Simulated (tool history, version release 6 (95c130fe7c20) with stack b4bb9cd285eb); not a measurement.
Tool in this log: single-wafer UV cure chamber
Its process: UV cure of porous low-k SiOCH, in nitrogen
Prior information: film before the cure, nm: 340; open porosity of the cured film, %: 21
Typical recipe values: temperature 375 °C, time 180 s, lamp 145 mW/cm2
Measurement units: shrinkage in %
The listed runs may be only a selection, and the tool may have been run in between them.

run,hour,temperature,time,lamp,shrinkage
1,0,383,180,156,14.479
2,19.4,375,205,145,13.91
3,47,375,180,145,13.408
4,60.6,375,180,145,13.342
5,83.5,375,250,145,15.171
6,114.2,375,250,145,14.787
7,145.6,375,180,145,13.21
8,158.3,375,180,145,12.934
9,174.7,375,180,145,13.064
# hour 197.7: quartz window cleaned
10,256.3,375,180,145,12.485
11,286.2,375,180,145,12.424
12,309,375,180,145,12.249
13,334.7,375,200,145,13.16
14,354.7,375,200,145,12.697
15,369.1,375,200,145,12.621
# hour 418.5: quartz window cleaned, repeated, since the last time left the tool worse
16,443.2,375,180,145,13.173
17,470,375,180,145,13.4
18,498,391,140,162,13.129
19,531.5,375,180,145,13.731
# hour 555: UV bulbs replaced
20,556.3,384,180,167,14.237
21,584.7,357,180,162,13.18
# hour 601.3: quartz window cleaned
22,610,375,180,145,13.733
23,629.9,375,180,112,12.113
24,650.7,383,105,115,10.006
25,671.4,375,180,164,14.12
26,705.2,375,180,145,13.31
27,727.9,375,270,145,15.601
28,755.3,358,125,182,12.026
# hour 777.7: quartz window cleaned
29,780.1,375,180,145,13.364
30,873.5,375,180,112,12.176
31,894.3,392,100,145,10.745
32,908.8,356,80,165,9.72
33,923.5,375,100,145,10.64
34,942.6,394,115,156,11.643
35,967.8,358,135,131,10.959

Each row is a separate what-if for the run after 35, all from the same tool condition, not one after another. Results?
A,968.2,375,240,145,?
B,968.2,375,275,145,?
C,968.2,392,245,126,?

run,shrinkage
A,14.496
B,15.218
C,14.227
Had the tool no hidden state, the same runs would have come out as:
run,shrinkage
A,14.891
B,15.617
C,14.62
